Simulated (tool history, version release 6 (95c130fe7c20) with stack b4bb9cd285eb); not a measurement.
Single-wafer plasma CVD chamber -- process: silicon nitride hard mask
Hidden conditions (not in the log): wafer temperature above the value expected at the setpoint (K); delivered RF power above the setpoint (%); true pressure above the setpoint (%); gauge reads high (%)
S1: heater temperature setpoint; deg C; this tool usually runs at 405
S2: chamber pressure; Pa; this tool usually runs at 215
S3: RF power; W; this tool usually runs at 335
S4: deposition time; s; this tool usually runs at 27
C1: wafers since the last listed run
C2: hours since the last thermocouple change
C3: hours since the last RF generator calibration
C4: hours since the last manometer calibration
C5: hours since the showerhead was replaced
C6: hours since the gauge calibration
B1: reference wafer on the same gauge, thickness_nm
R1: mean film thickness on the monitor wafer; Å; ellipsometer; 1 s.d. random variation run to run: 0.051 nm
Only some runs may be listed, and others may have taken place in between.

run,hour,S1,S2,S3,S4,C1,C2,C3,C4,C5,C6,B1,R1
1,0,405,215,335,27,0,1322.7,2557.5,1123.8,4604.1,233.8,25.694,298.58
2,11.1,405,215,335,27,329,1333.8,2568.6,1134.9,4615.2,244.9,25.7,297.34
3,21.5,405,215,335,27,308,1344.2,2579,1145.3,4625.6,255.3,25.691,298.49
4,30.5,405,215,335,27,266,1353.2,2588,1154.3,4634.6,264.3,25.702,298.45
5,42.7,405,215,335,27,361,1365.4,2600.2,1166.5,4646.8,276.5,25.698,298.63
6,51.6,405,215,335,27,263,1374.3,2609.1,1175.4,4655.7,285.4,25.701,298.31
7,58.1,405,215,335,27,192,1380.8,2615.6,1181.9,4662.2,291.9,25.699,298.33
8,74.1,405,215,335,29,474,1396.8,2631.6,1197.9,4678.2,307.9,25.69,319.37
9,86.4,405,215,335,28.4,364,1409.1,2643.9,1210.2,4690.5,320.2,25.7,313.72
# hour 100.2: thermocouple changed; heater temperature recalibrated
10,100.7,405,215,335,27,186,0.5,2658.2,1224.5,4704.8,334.5,25.699,298.38
11,103.6,405,215,335,27,86,3.4,2661.1,1227.4,4707.7,337.4,25.701,298.04
12,121.4,405,215,365,22.8,527,21.2,2678.9,1245.2,4725.5,355.2,25.703,263.87
13,136.1,399,236,285,27,435,35.9,2693.6,1259.9,4740.2,369.9,25.691,278.3
# hour 138.6: gauge calibrated
14,144.5,412,237,310,21.6,249,44.3,2702,1268.3,4748.6,5.9,25.704,232.69
15,161,405,215,335,27,489,60.8,2718.5,1284.8,4765.1,22.4,25.698,298.36
# hour 171.9: showerhead replaced
# hour 175.4: capacitance manometer re-zeroed and calibrated
16,175.9,405,215,380,27,101,75.7,2733.4,0.5,4,37.3,25.707,328.22
17,185.5,405,215,335,23.5,284,85.3,2743,10.1,13.6,46.9,25.693,265.85
# hour 197.3: RF generator calibrated
18,197.8,405,215,335,27,127,97.6,0.5,22.4,25.9,59.2,25.711,304.34
19,201.7,405,215,335,27,115,101.5,4.4,26.3,29.8,63.1,25.693,304.44
20,218.7,405,215,335,27,504,118.5,21.4,43.3,46.8,80.1,25.711,303.96
21,236.4,405,215,335,27,524,136.2,39.1,61,64.5,97.8,25.696,304.93
22,243.3,405,215,335,27,204,143.1,46,67.9,71.4,104.7,25.707,304.86
23,249.5,405,215,290,27,183,149.3,52.2,74.1,77.6,110.9,25.707,279.22
24,259.8,405,215,335,23,305,159.6,62.5,84.4,87.9,121.2,25.71,259.28
25,272.8,405,176,275,27,385,172.6,75.5,97.4,100.9,134.2,25.7,256.87
26,280.8,414,215,335,21.7,237,180.6,83.5,105.4,108.9,142.2,25.703,244.08
27,290.9,396,168,315,21.6,299,190.7,93.6,115.5,119,152.3,25.702,221.38
28,306.3,415,177,380,27,456,206.1,109,130.9,134.4,167.7,25.699,308.85
29,317.3,395,161,335,27,326,217.1,120,141.9,145.4,178.7,25.706,283.83
30,332.8,405,215,365,27,459,232.6,135.5,157.4,160.9,194.2,25.703,318.9

Describe how what the log doesn't record of the tool's condition differs between the last listed run preceding each entry between runs and the first listed run following it.
In the gap between runs 9 and 10: thermocouple changed; heater temperature recalibrated (hour 100.2)
  true pressure above the setpoint (%): -8.6 -> -8.62
  measured result minus the result with no hidden state, R1: -7.17 -> -6.84 Å
In the gap between runs 13 and 14: gauge calibrated (hour 138.6)
  true pressure above the setpoint (%): -8.66 -> -8.67
  measured result minus the result with no hidden state, R1: -6.2 -> -5.18 Å
In the gap between runs 15 and 16: showerhead replaced (hour 171.9); capacitance manometer re-zeroed and calibrated (hour 175.4)
  true pressure above the setpoint (%): -8.68 -> 0.602
  measured result minus the result with no hidden state, R1: -6.89 -> +0.5 Å
In the gap between runs 17 and 18: RF generator calibrated (hour 197.3)
  true pressure above the setpoint (%): 0.413 -> 0.176
  measured result minus the result with no hidden state, R1: +0.28 -> +0.14 Å

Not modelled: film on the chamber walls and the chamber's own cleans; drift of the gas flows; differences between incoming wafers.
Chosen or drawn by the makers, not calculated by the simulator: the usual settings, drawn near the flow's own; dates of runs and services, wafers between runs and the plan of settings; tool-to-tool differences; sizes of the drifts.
